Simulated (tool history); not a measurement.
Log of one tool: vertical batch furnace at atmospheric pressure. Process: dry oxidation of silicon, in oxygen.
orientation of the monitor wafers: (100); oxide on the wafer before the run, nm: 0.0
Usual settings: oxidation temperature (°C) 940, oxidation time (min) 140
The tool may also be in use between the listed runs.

| run | hour | oxidation temperature (°C) | oxidation time (min) | wafers since the last listed run | hours since the last temperature calibration | hours since the boat lift was adjusted | hours since the gauge calibration | read-back reference wafer on the same gauge, thickness | oxide thickness on the monitor wafer (nm) |
|---|---|---|---|---|---|---|---|---|---|
| 1 | 0 | 940 | 194 | 0 | 3193.6 | 4585.8 | 93.4 | 55.79 | 65.55 |
| 2 | 12.4 | 940 | 194 | 195 | 3206 | 4598.2 | 105.8 | 55.8 | 65.48 |
| 3 | 47.3 | 923 | 140 | 550 | 3240.9 | 4633.1 | 140.7 | 55.8 | 42.97 |
| 4 | 75 | 945 | 140 | 436 | 3268.6 | 4660.8 | 168.4 | 55.79 | 54.31 |
| 5 | 99.1 | 940 | 140 | 379 | 3292.7 | 4684.9 | 192.5 | 55.84 | 51.61 |
| 6 | 111.8 | 940 | 140 | 200 | 3305.4 | 4697.6 | 205.2 | 55.82 | 51.58 |
| 7 | 147 | 940 | 140 | 554 | 3340.6 | 4732.8 | 240.4 | 55.79 | 51.72 |
| 8 | 164.4 | 940 | 140 | 274 | 3358 | 4750.2 | 257.8 | 55.83 | 51.63 |
| 9 | 186.1 | 940 | 140 | 342 | 3379.7 | 4771.9 | 279.5 | 55.76 | 51.59 |
| 10 | 214.3 | 940 | 140 | 444 | 3407.9 | 4800.1 | 307.7 | 55.78 | 51.67 |
| 11 | 232.7 | 960 | 140 | 290 | 3426.3 | 4818.5 | 326.1 | 55.76 | 62.71 |
|  | 271.5 | gauge calibrated |
| 12 | 299.5 | 960 | 140 | 1052 | 3493.1 | 4885.3 | 28 | 55.81 | 62.52 |
| 13 | 323.8 | 960 | 140 | 383 | 3517.4 | 4909.6 | 52.3 | 55.83 | 62.63 |
| 14 | 341.2 | 924 | 98 | 274 | 3534.8 | 4927 | 69.7 | 55.88 | 33.75 |
| 15 | 356.9 | 940 | 140 | 247 | 3550.5 | 4942.7 | 85.4 | 55.78 | 51.68 |
| 16 | 391.7 | 951 | 140 | 548 | 3585.3 | 4977.5 | 120.2 | 55.8 | 57.86 |
| 17 | 420.6 | 940 | 140 | 455 | 3614.2 | 5006.4 | 149.1 | 55.78 | 51.47 |
| 18 | 452.7 | 940 | 140 | 505 | 3646.3 | 5038.5 | 181.2 | 55.81 | 51.52 |
| 19 | 471 | 961 | 182 | 288 | 3664.6 | 5056.8 | 199.5 | 55.81 | 76.06 |
| 20 | 506.8 | 940 | 140 | 564 | 3700.4 | 5092.6 | 235.3 | 55.8 | 51.49 |
|  | 542.4 | thermocouples replaced and temperature profile calibrated |
| 21 | 560.2 | 964 | 140 | 463 | 17.8 | 5146 | 288.7 | 55.83 | 66.13 |
|  | 588.7 | boat lift adjusted |
| 22 | 589.2 | 940 | 140 | 78 | 46.8 | 0.5 | 317.7 | 55.77 | 53.25 |
| 23 | 609.9 | 940 | 208 | 326 | 67.5 | 21.2 | 338.4 | 55.81 | 71.28 |
| 24 | 637.2 | 929 | 100.5 | 430 | 94.8 | 48.5 | 365.7 | 55.82 | 37.5 |
|  | 667.7 | thermocouples replaced and temperature profile calibrated, repeated, since the last time left the tool worse |
| 25 | 668.2 | 940 | 169.5 | 110 | 0.5 | 79.5 | 396.7 | 55.81 | 57.41 |
| 26 | 673.8 | 957 | 96 | 88 | 6.1 | 85.1 | 402.3 | 55.81 | 45.43 |
|  | 687.6 | gauge calibrated |
| 27 | 735.7 | 950 | 115.5 | 975 | 68 | 147 | 48.1 | 55.82 | 48.38 |
| 28 | 749.9 | 957 | 165.5 | 223 | 82.2 | 161.2 | 62.3 | 55.85 | 67.12 |
| 29 | 775.4 | 940 | 140 | 401 | 107.7 | 186.7 | 87.8 | 55.77 | 49.96 |
| 30 | 796.2 | 963 | 158 | 327 | 128.5 | 207.5 | 108.6 | 55.84 | 68.31 |
| 31 | 809.9 | 931 | 75.5 | 215 | 142.2 | 221.2 | 122.3 | 55.86 | 29.49 |

Hidden state or all else? Some run-to-run changes of oxide thickness on the monitor wafer (nm), split into what the settings, what came in and random variation would give without the hidden state, and what is left for the hidden state (with any gauge scatter that isn't in both results):
The hidden state here: true tube temperature minus thermocouple reading, K; monitor wafer colder than the profiled boat position, K; gauge reads high (%).
Run 13 -> 14: oxidation temperature (°C) 960 -> 924, oxidation time (min) 140 -> 98. oxide thickness on the monitor wafer (nm) -28.88: hidden state -0.6, all else -28.28.
Run 20 -> 21: oxidation temperature (°C) 940 -> 964, thermocouples replaced and temperature profile calibrated. oxide thickness on the monitor wafer (nm) +14.64: hidden state +1.27, all else +13.37.
Run 23 -> 24: oxidation temperature (°C) 940 -> 929, oxidation time (min) 208 -> 100.5. oxide thickness on the monitor wafer (nm) -33.78: hidden state -2.1, all else -31.68.
Run 24 -> 25: oxidation temperature (°C) 929 -> 940, oxidation time (min) 100.5 -> 169.5, thermocouples replaced and temperature profile calibrated, repeated, since the last time left the tool worse. oxide thickness on the monitor wafer (nm) +19.91: hidden state -2.35, all else +22.26.
Run 30 -> 31: oxidation temperature (°C) 963 -> 931, oxidation time (min) 158 -> 75.5. oxide thickness on the monitor wafer (nm) -38.82: hidden state -0.11, all else -38.71.
